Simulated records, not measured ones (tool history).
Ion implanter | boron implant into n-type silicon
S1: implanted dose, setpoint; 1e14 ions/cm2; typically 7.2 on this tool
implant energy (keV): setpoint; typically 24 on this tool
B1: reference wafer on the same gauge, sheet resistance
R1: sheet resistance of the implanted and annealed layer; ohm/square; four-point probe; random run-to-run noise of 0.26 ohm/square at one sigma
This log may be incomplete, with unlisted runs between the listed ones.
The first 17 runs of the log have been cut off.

Run 18, hour 213.7: usual settings but implant energy (keV) 27.5; B1 156. Result: R1 141.45 ohm/square.
Run 19, hour 220.4: usual settings but S1 8.03 1e14 ions/cm2; B1 156.01. Result: R1 130.2 ohm/square.
Run 20, hour 227.7: usual settings but S1 6.63 1e14 ions/cm2, implant energy (keV) 30; B1 156.04. Result: R1 150.57 ohm/square.
At hour 240.3: gauge calibrated.
Run 21, hour 240.8: usual settings but S1 8.94 1e14 ions/cm2, implant energy (keV) 17; B1 156.06. Result: R1 123.09 ohm/square.
Run 22, hour 256: usual settings; B1 155.99. Result: R1 142.96 ohm/square.
Run 23, hour 267.4: usual settings but S1 7.85 1e14 ions/cm2; B1 156.09. Result: R1 132.83 ohm/square.
Run 24, hour 273.9: usual settings but implant energy (keV) 18.5; B1 156.04. Result: R1 146.88 ohm/square.
Run 25, hour 284.7: usual settings but S1 7.95 1e14 ions/cm2, implant energy (keV) 16; B1 156. Result: R1 136.51 ohm/square.
Run 26, hour 296.2: usual settings but S1 8.58 1e14 ions/cm2, implant energy (keV) 21.5; B1 156.03. Result: R1 124.77 ohm/square.
Run 27, hour 307.5: usual settings but S1 5.59 1e14 ions/cm2, implant energy (keV) 27; B1 156.01. Result: R1 175.48 ohm/square.
Run 28, hour 319.5: usual settings but implant energy (keV) 27; B1 155.93. Result: R1 141.99 ohm/square.
Run 29, hour 331.8: usual settings but implant energy (keV) 29; B1 156.02. Result: R1 141 ohm/square.
Run 30, hour 337.9: usual settings but S1 8.31 1e14 ions/cm2, implant energy (keV) 16; B1 156.01. Result: R1 132.27 ohm/square.
Run 31, hour 353.3: usual settings; B1 156.02. Result: R1 143.42 ohm/square.
Run 32, hour 362.2: usual settings; B1 155.96. Result: R1 143.1 ohm/square.
Run 33, hour 371.6: usual settings but S1 5.54 1e14 ions/cm2; B1 156.03. Result: R1 179.47 ohm/square.
Run 34, hour 378.5: usual settings but S1 5.92 1e14 ions/cm2, implant energy (keV) 20; B1 155.99. Result: R1 172.85 ohm/square.
Run 35, hour 389.9: usual settings but S1 5.78 1e14 ions/cm2, implant energy (keV) 19.5; B1 156.07. Result: R1 176.12 ohm/square.
Run 36, hour 420.4: usual settings but S1 8.29 1e14 ions/cm2, implant energy (keV) 17; B1 155.99. Result: R1 131.24 ohm/square.
Run 37, hour 432.7: usual settings but S1 8.29 1e14 ions/cm2; B1 156. Result: R1 127.48 ohm/square.

Predict each of these 3 candidate next runs independently; none follows another, all start after run 37:
Run A, hour 433.1: usual settings but S1 8.78 1e14 ions/cm2; B1 ?. Result: R1 ?.
Run B, hour 433.1: usual settings but S1 8.94 1e14 ions/cm2, implant energy (keV) 19; B1 ?. Result: R1 ?.
Run C, hour 433.1: usual settings but S1 5.89 1e14 ions/cm2, implant energy (keV) 30; B1 ?. Result: R1 ?.

run      B1      R1
  A  155.99  121.23
  B  155.99  121.97
  C  155.99  166.58
Stripped of hidden state, with their random variation kept, the same runs would have yielded:
run      R1
  A   120.8
  B  121.54
  C     166
